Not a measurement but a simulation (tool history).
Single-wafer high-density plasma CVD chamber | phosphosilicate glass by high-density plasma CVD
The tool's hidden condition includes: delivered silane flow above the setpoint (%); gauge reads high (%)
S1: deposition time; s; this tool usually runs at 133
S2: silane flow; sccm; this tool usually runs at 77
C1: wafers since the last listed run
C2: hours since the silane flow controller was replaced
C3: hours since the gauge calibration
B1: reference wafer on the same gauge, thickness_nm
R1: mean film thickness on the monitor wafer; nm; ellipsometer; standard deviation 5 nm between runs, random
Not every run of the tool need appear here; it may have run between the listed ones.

| run | hour | S1 | S2 | C1 | C2 | C3 | B1 | R1 |
|---|---|---|---|---|---|---|---|---|
| 1 | 0 | 133 | 77 | 0 | 1676.2 | 644 | 1270.479 | 1142.141 |
| 2 | 58.3 | 133 | 77 | 446 | 1734.5 | 702.3 | 1270.225 | 1149.584 |
| 3 | 106.3 | 133 | 77 | 367 | 1782.5 | 750.3 | 1269.809 | 1139.36 |
| 4 | 176.3 | 133 | 77 | 536 | 1852.5 | 820.3 | 1268.916 | 1144.423 |
| 5 | 211.7 | 133 | 77 | 271 | 1887.9 | 855.7 | 1272.253 | 1142.25 |
| 6 | 266.5 | 133 | 86 | 419 | 1942.7 | 910.5 | 1271.811 | 1238.312 |
| 7 | 319.8 | 133 | 86 | 408 | 1996 | 963.8 | 1270.097 | 1239.465 |
| 8 | 379.9 | 133 | 77 | 460 | 2056.1 | 1023.9 | 1270.412 | 1148.362 |
| 9 | 412.3 | 133 | 81 | 248 | 2088.5 | 1056.3 | 1269.208 | 1190.792 |
| 10 | 444.5 | 133 | 81 | 246 | 2120.7 | 1088.5 | 1272.42 | 1197.91 |
|  | 536 | gauge calibrated |
| 11 | 582.3 | 143 | 77 | 1055 | 2258.5 | 46.3 | 1269.287 | 1230.139 |
| 12 | 639 | 133 | 77 | 434 | 2315.2 | 103 | 1267.156 | 1150.247 |
| 13 | 685.9 | 133 | 77 | 359 | 2362.1 | 149.9 | 1270.375 | 1158.056 |
| 14 | 726.6 | 153 | 91 | 311 | 2402.8 | 190.6 | 1269.678 | 1516.082 |
| 15 | 775.5 | 133 | 77 | 374 | 2451.7 | 239.5 | 1271.059 | 1148.944 |
| 16 | 838.1 | 118 | 65 | 479 | 2514.3 | 302.1 | 1270.428 | 908.114 |
| 17 | 875.7 | 119 | 88 | 288 | 2551.9 | 339.7 | 1272.178 | 1144.457 |
| 18 | 933.5 | 143 | 89 | 442 | 2609.7 | 397.5 | 1269.859 | 1389.804 |
|  | 1051.1 | silane flow controller replaced |
| 19 | 1070.5 | 133 | 90 | 988 | 19.4 | 534.5 | 1267.737 | 1223.743 |
| 20 | 1117 | 152 | 64 | 356 | 65.9 | 581 | 1270.351 | 1098.488 |

Run 21 has not been measured yet. What should we expect?
| 21 | 1147.3 | 143 | 89 | 232 | 96.2 | 611.3 | ? | ? |

Run 21 yielded B1 1270.667, R1 1308.987 nm.
Minus the tool's unlogged condition, the same run would have read R1 1325.465 nm.
